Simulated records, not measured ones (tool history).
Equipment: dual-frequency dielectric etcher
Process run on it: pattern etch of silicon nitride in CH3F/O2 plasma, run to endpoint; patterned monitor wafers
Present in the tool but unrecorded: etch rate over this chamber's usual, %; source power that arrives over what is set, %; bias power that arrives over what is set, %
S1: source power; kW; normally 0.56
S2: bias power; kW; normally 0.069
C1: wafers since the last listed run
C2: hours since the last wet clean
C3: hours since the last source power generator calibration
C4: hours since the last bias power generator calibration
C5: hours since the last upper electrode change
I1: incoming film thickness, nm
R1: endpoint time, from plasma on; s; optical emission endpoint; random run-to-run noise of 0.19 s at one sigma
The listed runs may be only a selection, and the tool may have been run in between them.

| run | hour | S1 | S2 | C1 | C2 | C3 | C4 | C5 | I1 | R1 |
|---|---|---|---|---|---|---|---|---|---|---|
| 1 | 0 | 0.56 | 0.069 | 0 | 317.7 | 3594.3 | 1870.8 | 3803.6 | 68.6 | 61.8 |
|  | 65.7 | wet clean of the chamber |
| 2 | 94.7 | 0.56 | 0.069 | 672 | 29 | 3689 | 1965.5 | 3898.3 | 69.7 | 64.3 |
| 3 | 127.1 | 0.56 | 0.069 | 308 | 61.4 | 3721.4 | 1997.9 | 3930.7 | 68.2 | 63 |
| 4 | 150.7 | 0.56 | 0.069 | 224 | 85 | 3745 | 2021.5 | 3954.3 | 69 | 63.3 |
| 5 | 181.4 | 0.64 | 0.069 | 292 | 115.7 | 3775.7 | 2052.2 | 3985 | 68.4 | 58.7 |
| 6 | 207.8 | 0.64 | 0.069 | 251 | 142.1 | 3802.1 | 2078.6 | 4011.4 | 69.1 | 58.9 |
| 7 | 299.3 | 0.64 | 0.069 | 870 | 233.6 | 3893.6 | 2170.1 | 4102.9 | 69 | 58.2 |
| 8 | 330.9 | 0.56 | 0.064 | 300 | 265.2 | 3925.2 | 2201.7 | 4134.5 | 69.4 | 64.2 |
| 9 | 358.8 | 0.56 | 0.064 | 265 | 293.1 | 3953.1 | 2229.6 | 4162.4 | 69.6 | 64.1 |
| 10 | 381.7 | 0.56 | 0.064 | 217 | 316 | 3976 | 2252.5 | 4185.3 | 68.8 | 63.2 |
|  | 423.7 | wet clean of the chamber |
| 11 | 424.2 | 0.56 | 0.069 | 175 | 0.5 | 4018.5 | 2295 | 4227.8 | 69.4 | 64.3 |
| 12 | 437.1 | 0.56 | 0.069 | 122 | 13.4 | 4031.4 | 2307.9 | 4240.7 | 69.7 | 64.5 |
| 13 | 466.6 | 0.56 | 0.069 | 280 | 42.9 | 4060.9 | 2337.4 | 4270.2 | 68.5 | 63.3 |
| 14 | 486.1 | 0.56 | 0.069 | 185 | 62.4 | 4080.4 | 2356.9 | 4289.7 | 69.6 | 64.1 |
| 15 | 511.6 | 0.56 | 0.069 | 242 | 87.9 | 4105.9 | 2382.4 | 4315.2 | 69.2 | 63.8 |
|  | 523.6 | bias power generator calibrated |
| 16 | 543.7 | 0.56 | 0.069 | 267 | 120 | 4138 | 20.1 | 4347.3 | 69.1 | 63.7 |
| 17 | 564.5 | 0.56 | 0.078 | 197 | 140.8 | 4158.8 | 40.9 | 4368.1 | 69.4 | 60.9 |
| 18 | 588.7 | 0.56 | 0.078 | 230 | 165 | 4183 | 65.1 | 4392.3 | 69 | 60.6 |
|  | 621.6 | upper electrode replaced |
| 19 | 622.3 | 0.56 | 0.069 | 91 | 198.6 | 4216.6 | 98.7 | 0.7 | 68.7 | 62.4 |
| 20 | 648.5 | 0.43 | 0.058 | 249 | 224.8 | 4242.8 | 124.9 | 26.9 | 69.4 | 77.3 |
| 21 | 668 | 0.56 | 0.069 | 185 | 244.3 | 4262.3 | 144.4 | 46.4 | 68.8 | 62.1 |
| 22 | 697.4 | 0.45 | 0.055 | 279 | 273.7 | 4291.7 | 173.8 | 75.8 | 69.4 | 76.2 |
|  | 711.4 | source power generator calibrated |
| 23 | 717.7 | 0.52 | 0.08 | 155 | 294 | 6.3 | 194.1 | 96.1 | 69.2 | 61.7 |
| 24 | 749 | 0.48 | 0.054 | 297 | 325.3 | 37.6 | 225.4 | 127.4 | 69.1 | 73 |
| 25 | 775.9 | 0.56 | 0.073 | 255 | 352.2 | 64.5 | 252.3 | 154.3 | 69.4 | 60.6 |
| 26 | 801.8 | 0.49 | 0.069 | 246 | 378.1 | 90.4 | 278.2 | 180.2 | 69.7 | 67.3 |
| 27 | 833 | 0.56 | 0.074 | 296 | 409.3 | 121.6 | 309.4 | 211.4 | 68.6 | 59.4 |
|  | 866.7 | wet clean of the chamber |
| 28 | 867.2 | 0.63 | 0.054 | 97 | 0.5 | 155.8 | 343.6 | 245.6 | 69.2 | 66.3 |
| 29 | 935.8 | 0.63 | 0.069 | 652 | 69.1 | 224.4 | 412.2 | 314.2 | 69.3 | 60.7 |
| 30 | 956.9 | 0.48 | 0.081 | 200 | 90.2 | 245.5 | 433.3 | 335.3 | 70.1 | 67.8 |
| 31 | 984 | 0.56 | 0.069 | 257 | 117.3 | 272.6 | 460.4 | 362.4 | 69.5 | 64.4 |
| 32 | 998.1 | 0.5 | 0.082 | 134 | 131.4 | 286.7 | 474.5 | 376.5 | 68.8 | 64.3 |
| 33 | 1016.9 | 0.56 | 0.069 | 178 | 150.2 | 305.5 | 493.3 | 395.3 | 69 | 63.6 |
| 34 | 1051.3 | 0.43 | 0.061 | 327 | 184.6 | 339.9 | 527.7 | 429.7 | 68.9 | 76.9 |

Selected run-to-run steps in R1, each split into two signed amounts: the part the tool would show with no hidden state at all (from settings, incoming material and random variation), and the remainder, which goes to the hidden state together with any gauge scatter not common to the measured and the hidden-state-free results:
Run 1 -> 2: wet clean of the chamber. R1 +2.5 s: hidden state +1.8, all else +0.7.
Run 10 -> 11: S2 0.064 -> 0.069, wet clean of the chamber. R1 +1.1 s: hidden state +2, all else -0.9.
Run 19 -> 20: S1 0.56 -> 0.43, S2 0.069 -> 0.058. R1 +14.9 s: hidden state -0.5, all else +15.4.
Run 20 -> 21: S1 0.43 -> 0.56, S2 0.058 -> 0.069. R1 -15.2 s: hidden state +0.3, all else -15.5.
Run 22 -> 23: S1 0.45 -> 0.52, S2 0.055 -> 0.08, source power generator calibrated. R1 -14.5 s: hidden state +0.4, all else -14.9.
Run 27 -> 28: S1 0.56 -> 0.63, S2 0.074 -> 0.054, wet clean of the chamber. R1 +6.9 s: hidden state +3.5, all else +3.4.
